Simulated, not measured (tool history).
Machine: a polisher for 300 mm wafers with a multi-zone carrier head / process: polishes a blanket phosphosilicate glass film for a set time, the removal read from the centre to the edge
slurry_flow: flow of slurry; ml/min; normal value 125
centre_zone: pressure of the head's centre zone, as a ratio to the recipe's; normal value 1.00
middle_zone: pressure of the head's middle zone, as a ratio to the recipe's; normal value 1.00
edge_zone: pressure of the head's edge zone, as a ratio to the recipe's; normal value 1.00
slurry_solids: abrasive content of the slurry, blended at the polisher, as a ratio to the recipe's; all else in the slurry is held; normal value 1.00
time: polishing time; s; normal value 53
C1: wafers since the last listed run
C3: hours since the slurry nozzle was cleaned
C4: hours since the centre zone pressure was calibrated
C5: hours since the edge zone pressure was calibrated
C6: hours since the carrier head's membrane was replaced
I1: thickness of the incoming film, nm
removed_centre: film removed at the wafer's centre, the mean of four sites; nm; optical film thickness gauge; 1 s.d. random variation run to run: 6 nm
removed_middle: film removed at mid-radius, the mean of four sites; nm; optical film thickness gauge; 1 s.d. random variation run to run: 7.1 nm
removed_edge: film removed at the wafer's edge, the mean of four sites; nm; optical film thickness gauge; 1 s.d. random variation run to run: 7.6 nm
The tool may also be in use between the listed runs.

Run 1, hour 0.0: usual settings but centre_zone 1.05, edge_zone 1.08; C1 0; wafers polished on this pad 3499; C3 307.2; C4 866.7; C5 675.3; C6 51.0; I1 1825.3. Result: removed_centre 462.2 nm, removed_middle 468.3 nm, removed_edge 490.4 nm.
Run 2, hour 45.7: usual settings; C1 520; wafers polished on this pad 4020; C3 352.9; C4 912.4; C5 721.0; C6 96.7; I1 1817.6. Result: removed_centre 431.0 nm, removed_middle 445.3 nm, removed_edge 477.3 nm.
Run 3, hour 94.3: usual settings; C1 553; wafers polished on this pad 4573; C3 401.5; C4 961.0; C5 769.6; C6 145.3; I1 1825.0. Result: removed_centre 428.5 nm, removed_middle 454.8 nm, removed_edge 473.0 nm.
At hour 101.4: worn pad replaced by a new one.
Run 4, hour 120.0: usual settings; C1 247; wafers polished on this pad 211; C3 427.2; C4 986.7; C5 795.3; C6 171.0; I1 1849.6. Result: removed_centre 439.0 nm, removed_middle 449.7 nm, removed_edge 472.5 nm.
At hour 134.8: slurry nozzle cleaned.
Run 5, hour 188.4: usual settings but slurry_flow 145 ml/min, centre_zone 1.09, slurry_solids 0.90; C1 767; wafers polished on this pad 978; C3 53.6; C4 1055.1; C5 863.7; C6 239.4; I1 1813.0. Result: removed_centre 540.9 nm, removed_middle 506.5 nm, removed_edge 505.5 nm.
At hour 212.5: centre zone pressure recalibrated.
Run 6, hour 259.4: usual settings but time 63 s; C1 785; wafers polished on this pad 1764; C3 124.6; C4 46.9; C5 934.7; C6 310.4; I1 1839.0. Result: removed_centre 569.3 nm, removed_middle 594.0 nm, removed_edge 589.6 nm.
Run 7, hour 288.6: usual settings but slurry_flow 140 ml/min, slurry_solids 1.25; C1 332; wafers polished on this pad 2097; C3 153.8; C4 76.1; C5 963.9; C6 339.6; I1 1861.9. Result: removed_centre 528.8 nm, removed_middle 537.3 nm, removed_edge 541.2 nm.
Run 8, hour 385.9: usual settings but slurry_flow 105 ml/min, time 66 s; C1 1108; wafers polished on this pad 3205; C3 251.1; C4 173.4; C5 1061.2; C6 436.9; I1 1832.2. Result: removed_centre 527.6 nm, removed_middle 550.5 nm, removed_edge 587.4 nm.
Run 9, hour 439.2: usual settings but middle_zone 0.94; C1 607; wafers polished on this pad 3812; C3 304.4; C4 226.7; C5 1114.5; C6 490.2; I1 1850.3. Result: removed_centre 445.8 nm, removed_middle 438.4 nm, removed_edge 484.9 nm.
At hour 520.5: slurry nozzle cleaned.
At hour 532.3: worn pad replaced by a new one.
At hour 590.6: carrier head's membrane replaced by a new one.
Run 10, hour 621.0: usual settings but centre_zone 0.89, middle_zone 0.92, edge_zone 1.06; C1 1956; wafers polished on this pad 952; C3 100.5; C4 408.5; C5 1296.3; C6 30.4; I1 1825.7. Result: removed_centre 436.5 nm, removed_middle 479.0 nm, removed_edge 526.7 nm.
At hour 633.3: edge zone pressure recalibrated.
Run 11, hour 689.4: usual settings but middle_zone 0.94, edge_zone 0.90, time 48 s; C1 756; wafers polished on this pad 1709; C3 168.9; C4 476.9; C5 56.1; C6 98.8; I1 1816.7. Result: removed_centre 424.8 nm, removed_middle 418.8 nm, removed_edge 421.8 nm.
Run 12, hour 747.5: usual settings; C1 661; wafers polished on this pad 2370; C3 227.0; C4 535.0; C5 114.2; C6 156.9; I1 1826.2. Result: removed_centre 462.8 nm, removed_middle 494.0 nm, removed_edge 486.3 nm.
Run 13, hour 806.1: usual settings but slurry_flow 140 ml/min, middle_zone 0.95; C1 667; wafers polished on this pad 3038; C3 285.6; C4 593.6; C5 172.8; C6 215.5; I1 1789.2. Result: removed_centre 474.8 nm, removed_middle 465.4 nm, removed_edge 497.7 nm.
Run 14, hour 857.3: usual settings; C1 583; wafers polished on this pad 3621; C3 336.8; C4 644.8; C5 224.0; C6 266.7; I1 1832.6. Result: removed_centre 459.0 nm, removed_middle 465.1 nm, removed_edge 479.3 nm.
Run 15, hour 891.7: usual settings but middle_zone 0.90, edge_zone 1.07, slurry_solids 1.20, time 62 s; C1 391; wafers polished on this pad 4013; C3 371.2; C4 679.2; C5 258.4; C6 301.1; I1 1857.6. Result: removed_centre 562.9 nm, removed_middle 528.3 nm, removed_edge 625.2 nm.
At hour 916.2: worn pad replaced by a new one.
Run 16, hour 919.3: usual settings but slurry_flow 160 ml/min, time 42 s; C1 268; wafers polished on this pad 35; C3 398.8; C4 706.8; C5 286.0; C6 328.7; I1 1855.4. Result: removed_centre 398.9 nm, removed_middle 410.5 nm, removed_edge 403.3 nm.
At hour 941.0: slurry nozzle cleaned.
Run 17, hour 973.3: usual settings but slurry_flow 165 ml/min, centre_zone 1.07, edge_zone 0.96; C1 603; wafers polished on this pad 638; C3 32.3; C4 760.8; C5 340.0; C6 382.7; I1 1822.2. Result: removed_centre 578.2 nm, removed_middle 550.2 nm, removed_edge 523.0 nm.
Run 18, hour 1033.8: usual settings but middle_zone 1.08; C1 689; wafers polished on this pad 1327; C3 92.8; C4 821.3; C5 400.5; C6 443.2; I1 1838.6. Result: removed_centre 476.5 nm, removed_middle 550.0 nm, removed_edge 512.6 nm.
Run 19, hour 1086.1: usual settings but time 36 s; C1 595; wafers polished on this pad 1923; C3 145.1; C4 873.6; C5 452.8; C6 495.5; I1 1820.5. Result: removed_centre 320.1 nm, removed_middle 334.0 nm, removed_edge 332.9 nm.
Run 20, hour 1118.0: usual settings but slurry_flow 165 ml/min, centre_zone 0.95, middle_zone 0.94, time 39 s; C1 363; wafers polished on this pad 2286; C3 177.0; C4 905.5; C5 484.7; C6 527.4; I1 1800.5. Result: removed_centre 355.8 nm, removed_middle 359.0 nm, removed_edge 378.2 nm.

Branching from run 20: 5 alternative next runs. What would each branch give?
Run A, hour 1118.4: usual settings but time 65 s; C1 4; wafers polished on this pad 2291; C3 177.4; C4 905.9; C5 485.1; C6 527.8; I1 1807.2. Result: removed_centre ?, removed_middle ?, removed_edge ?.
Run B, hour 1118.4: usual settings but slurry_flow 85 ml/min, middle_zone 1.09, time 60 s; C1 4; wafers polished on this pad 2291; C3 177.4; C4 905.9; C5 485.1; C6 527.8; I1 1807.2. Result: removed_centre ?, removed_middle ?, removed_edge ?.
Run C, hour 1118.4: usual settings but slurry_flow 140 ml/min, centre_zone 1.08, middle_zone 1.10; C1 4; wafers polished on this pad 2291; C3 177.4; C4 905.9; C5 485.1; C6 527.8; I1 1807.2. Result: removed_centre ?, removed_middle ?, removed_edge ?.
Run D, hour 1118.4: usual settings but slurry_flow 165 ml/min, centre_zone 0.90, time 41 s; C1 4; wafers polished on this pad 2291; C3 177.4; C4 905.9; C5 485.1; C6 527.8; I1 1807.2. Result: removed_centre ?, removed_middle ?, removed_edge ?.
Run E, hour 1118.4: usual settings but centre_zone 0.91, slurry_solids 0.80; C1 4; wafers polished on this pad 2291; C3 177.4; C4 905.9; C5 485.1; C6 527.8; I1 1807.2. Result: removed_centre ?, removed_middle ?, removed_edge ?.

run  removed_centre  removed_middle  removed_edge
  A           570.6           596.0         605.3
  B           449.6           517.8         513.2
  C           522.4           544.0         503.5
  D           352.7           405.0         401.2
  E           393.6           452.3         459.2
Without the tool's hidden state the same runs would have given:
run  removed_centre  removed_middle  removed_edge
  A           640.7           658.7         647.7
  B           530.3           595.0         559.9
  C           579.7           595.6         536.0
  D           385.6           437.9         424.0
  E           441.9           499.9         491.4

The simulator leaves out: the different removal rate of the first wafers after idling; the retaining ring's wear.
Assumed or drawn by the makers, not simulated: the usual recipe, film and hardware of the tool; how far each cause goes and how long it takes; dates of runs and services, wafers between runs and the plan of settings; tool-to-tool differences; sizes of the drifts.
